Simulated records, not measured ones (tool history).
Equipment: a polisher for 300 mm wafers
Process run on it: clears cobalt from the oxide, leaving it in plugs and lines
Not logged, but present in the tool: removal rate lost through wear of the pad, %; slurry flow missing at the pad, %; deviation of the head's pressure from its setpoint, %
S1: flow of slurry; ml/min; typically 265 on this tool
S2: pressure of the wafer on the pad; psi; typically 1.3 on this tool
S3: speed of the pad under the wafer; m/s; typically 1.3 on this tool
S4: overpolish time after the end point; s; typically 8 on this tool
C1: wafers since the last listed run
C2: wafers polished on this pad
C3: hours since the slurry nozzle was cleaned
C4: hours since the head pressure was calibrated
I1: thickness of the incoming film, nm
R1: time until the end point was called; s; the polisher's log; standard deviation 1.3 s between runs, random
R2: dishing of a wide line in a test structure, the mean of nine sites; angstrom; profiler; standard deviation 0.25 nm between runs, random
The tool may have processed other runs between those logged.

{"run": 1, "hour": 0.0, "S1": 265, "S2": 1.3, "S3": 1.06, "S4": 8, "C1": 0, "C2": 1505, "C3": 506.6, "C4": 533.8, "I1": 312.1, "R1": 85.6, "R2": 200}
{"hour": 51.3, "done": "slurry nozzle cleaned"}
{"run": 2, "hour": 51.8, "S1": 265, "S2": 1.3, "S3": 1.3, "S4": 6, "C1": 400, "C2": 1906, "C3": 0.5, "C4": 585.6, "I1": 308.8, "R1": 66.6, "R2": 188}
{"hour": 87.0, "done": "head pressure recalibrated"}
{"run": 3, "hour": 93.6, "S1": 225, "S2": 1.3, "S3": 1.3, "S4": 8, "C1": 313, "C2": 2219, "C3": 42.3, "C4": 6.6, "I1": 307.9, "R1": 76.5, "R2": 210}
{"run": 4, "hour": 153.8, "S1": 265, "S2": 1.3, "S3": 1.04, "S4": 5, "C1": 474, "C2": 2694, "C3": 102.5, "C4": 66.8, "I1": 308.5, "R1": 83.5, "R2": 141}
{"run": 5, "hour": 189.8, "S1": 265, "S2": 1.3, "S3": 1.04, "S4": 5, "C1": 283, "C2": 2978, "C3": 138.5, "C4": 102.8, "I1": 305.9, "R1": 83.5, "R2": 139}
{"hour": 217.8, "done": "worn pad replaced by a new one"}
{"run": 6, "hour": 218.3, "S1": 265, "S2": 1.3, "S3": 1.04, "S4": 5, "C1": 193, "C2": 3, "C3": 167, "C4": 131.3, "I1": 312.5, "R1": 84.7, "R2": 138}
{"run": 7, "hour": 267.0, "S1": 200, "S2": 1.3, "S3": 1.3, "S4": 8, "C1": 383, "C2": 387, "C3": 215.7, "C4": 180, "I1": 314.4, "R1": 77.8, "R2": 210}
{"run": 8, "hour": 295.6, "S1": 200, "S2": 1.3, "S3": 1.3, "S4": 8, "C1": 225, "C2": 613, "C3": 244.3, "C4": 208.6, "I1": 307.6, "R1": 75.9, "R2": 213}
{"run": 9, "hour": 349.8, "S1": 200, "S2": 1.3, "S3": 1.3, "S4": 8, "C1": 427, "C2": 1040, "C3": 298.5, "C4": 262.8, "I1": 310.1, "R1": 78.1, "R2": 214}
{"run": 10, "hour": 410.5, "S1": 265, "S2": 1.3, "S3": 1.3, "S4": 8, "C1": 478, "C2": 1518, "C3": 359.2, "C4": 323.5, "I1": 314.5, "R1": 74.9, "R2": 222}
{"run": 11, "hour": 472.9, "S1": 265, "S2": 1.3, "S3": 1.3, "S4": 8, "C1": 491, "C2": 2010, "C3": 421.6, "C4": 385.9, "I1": 309.7, "R1": 72.8, "R2": 216}
{"run": 12, "hour": 521.6, "S1": 265, "S2": 1.3, "S3": 1.3, "S4": 8, "C1": 383, "C2": 2394, "C3": 470.3, "C4": 434.6, "I1": 307.7, "R1": 71.3, "R2": 216}
{"run": 13, "hour": 650.6, "S1": 265, "S2": 1.4, "S3": 0.96, "S4": 8, "C1": 1016, "C2": 3411, "C3": 599.3, "C4": 563.6, "I1": 311.1, "R1": 85.4, "R2": 200}
{"hour": 653.1, "done": "slurry nozzle cleaned"}
{"hour": 668.4, "done": "head pressure recalibrated"}
{"hour": 676.4, "done": "worn pad replaced by a new one"}
{"run": 14, "hour": 702.9, "S1": 265, "S2": 1.3, "S3": 1.3, "S4": 8, "C1": 357, "C2": 208, "C3": 49.8, "C4": 34.5, "I1": 309.1, "R1": 75.4, "R2": 212}
{"run": 15, "hour": 745.3, "S1": 310, "S2": 1.4, "S3": 1.62, "S4": 8, "C1": 334, "C2": 542, "C3": 92.2, "C4": 76.9, "I1": 305.9, "R1": 54.9, "R2": 251}
{"run": 16, "hour": 800.1, "S1": 330, "S2": 1.1, "S3": 1.3, "S4": 8, "C1": 431, "C2": 974, "C3": 147, "C4": 131.7, "I1": 309.7, "R1": 84.7, "R2": 205}
{"run": 17, "hour": 855.9, "S1": 265, "S2": 1.3, "S3": 1.3, "S4": 8, "C1": 439, "C2": 1414, "C3": 202.8, "C4": 187.5, "I1": 308.6, "R1": 72.5, "R2": 216}
{"run": 18, "hour": 898.4, "S1": 265, "S2": 1.5, "S3": 1.3, "S4": 8, "C1": 334, "C2": 1749, "C3": 245.3, "C4": 230, "I1": 307.3, "R1": 62, "R2": 234}
{"run": 19, "hour": 949.3, "S1": 235, "S2": 1.5, "S3": 1.54, "S4": 12, "C1": 401, "C2": 2150, "C3": 296.2, "C4": 280.9, "I1": 307.8, "R1": 57.1, "R2": 304}
{"run": 20, "hour": 999.5, "S1": 305, "S2": 1.3, "S3": 0.98, "S4": 8, "C1": 395, "C2": 2546, "C3": 346.4, "C4": 331.1, "I1": 312.6, "R1": 88.4, "R2": 193}
{"hour": 1036.5, "done": "worn pad replaced by a new one"}
{"run": 21, "hour": 1039.2, "S1": 265, "S2": 1.1, "S3": 1.3, "S4": 12, "C1": 281, "C2": 21, "C3": 386.1, "C4": 370.8, "I1": 307.5, "R1": 86, "R2": 248}
{"run": 22, "hour": 1091.1, "S1": 265, "S2": 1.3, "S3": 1.3, "S4": 8, "C1": 409, "C2": 430, "C3": 438, "C4": 422.7, "I1": 309.7, "R1": 72.1, "R2": 218}
{"run": 23, "hour": 1150.1, "S1": 345, "S2": 1.6, "S3": 1.3, "S4": 10, "C1": 465, "C2": 895, "C3": 497, "C4": 481.7, "I1": 313.4, "R1": 56.8, "R2": 276}
{"run": 24, "hour": 1174.8, "S1": 315, "S2": 1.3, "S3": 1.56, "S4": 8, "C1": 194, "C2": 1090, "C3": 521.7, "C4": 506.4, "I1": 306.8, "R1": 61.8, "R2": 239}
{"run": 25, "hour": 1221.3, "S1": 265, "S2": 1.8, "S3": 1.3, "S4": 5, "C1": 366, "C2": 1456, "C3": 568.2, "C4": 552.9, "I1": 310.1, "R1": 52, "R2": 196}
{"run": 26, "hour": 1260.6, "S1": 265, "S2": 1.3, "S3": 1.3, "S4": 8, "C1": 309, "C2": 1766, "C3": 607.5, "C4": 592.2, "I1": 310.7, "R1": 75.6, "R2": 215}
{"hour": 1285.3, "done": "head pressure recalibrated"}
{"run": 27, "hour": 1290.6, "S1": 265, "S2": 1, "S3": 1.3, "S4": 8, "C1": 220, "C2": 1986, "C3": 637.5, "C4": 5.3, "I1": 311.2, "R1": 106.8, "R2": 170}
{"run": 28, "hour": 1330.7, "S1": 220, "S2": 1.7, "S3": 1.52, "S4": 4, "C1": 316, "C2": 2303, "C3": 677.6, "C4": 45.4, "I1": 313.3, "R1": 58.7, "R2": 160}
{"hour": 1332.5, "done": "slurry nozzle cleaned"}
{"run": 29, "hour": 1371.3, "S1": 195, "S2": 1.3, "S3": 1.3, "S4": 6, "C1": 312, "C2": 2615, "C3": 38.8, "C4": 86, "I1": 309, "R1": 73.6, "R2": 177}
{"hour": 1385.1, "done": "worn pad replaced by a new one"}
{"run": 30, "hour": 1397.0, "S1": 265, "S2": 0.9, "S3": 1.72, "S4": 8, "C1": 171, "C2": 94, "C3": 64.5, "C4": 111.7, "I1": 310.1, "R1": 84.6, "R2": 199}
{"run": 31, "hour": 1453.1, "S1": 265, "S2": 1.3, "S3": 1.3, "S4": 8, "C1": 442, "C2": 536, "C3": 120.6, "C4": 167.8, "I1": 308.2, "R1": 70.9, "R2": 219}
{"run": 32, "hour": 1504.7, "S1": 265, "S2": 1.3, "S3": 1.3, "S4": 6, "C1": 406, "C2": 942, "C3": 172.2, "C4": 219.4, "I1": 306.9, "R1": 68.5, "R2": 181}
{"run": 33, "hour": 1574.9, "S1": 265, "S2": 1.2, "S3": 1.3, "S4": 8, "C1": 553, "C2": 1496, "C3": 242.4, "C4": 289.6, "I1": 307.3, "R1": 74.2, "R2": 211}
{"run": 34, "hour": 1611.0, "S1": 180, "S2": 1.6, "S3": 1.66, "S4": 8, "C1": 284, "C2": 1780, "C3": 278.5, "C4": 325.7, "I1": 310.3, "R1": 51.5, "R2": 262}

Consider 4 possible next runs. They are alternatives, not a sequence: every one starts from the tool as it was left by run 34. What does each give?
{"run": "A", "hour": 1611.5, "S1": 265, "S2": 1.3, "S3": 1.3, "S4": 8, "C1": 3, "C2": 1784, "C3": 279, "C4": 326.2, "I1": 313.4, "R1": "?", "R2": "?"}
{"run": "B", "hour": 1611.5, "S1": 185, "S2": 0.9, "S3": 1.3, "S4": 8, "C1": 3, "C2": 1784, "C3": 279, "C4": 326.2, "I1": 313.4, "R1": "?", "R2": "?"}
{"run": "C", "hour": 1611.5, "S1": 205, "S2": 1, "S3": 1, "S4": 5, "C1": 3, "C2": 1784, "C3": 279, "C4": 326.2, "I1": 313.4, "R1": "?", "R2": "?"}
{"run": "D", "hour": 1611.5, "S1": 265, "S2": 1.3, "S3": 0.9, "S4": 10, "C1": 3, "C2": 1784, "C3": 279, "C4": 326.2, "I1": 313.4, "R1": "?", "R2": "?"}

run=A R1=72.6 R2=220
run=B R1=112.9 R2=164
run=C R1=119.6 R2=108
run=D R1=94 R2=216
Stripped of hidden state, with their random variation kept, the same runs would have yielded:
run=A R1=76 R2=214
run=B R1=115.3 R2=161
run=C R1=123.1 R2=105
run=D R1=98.4 R2=210

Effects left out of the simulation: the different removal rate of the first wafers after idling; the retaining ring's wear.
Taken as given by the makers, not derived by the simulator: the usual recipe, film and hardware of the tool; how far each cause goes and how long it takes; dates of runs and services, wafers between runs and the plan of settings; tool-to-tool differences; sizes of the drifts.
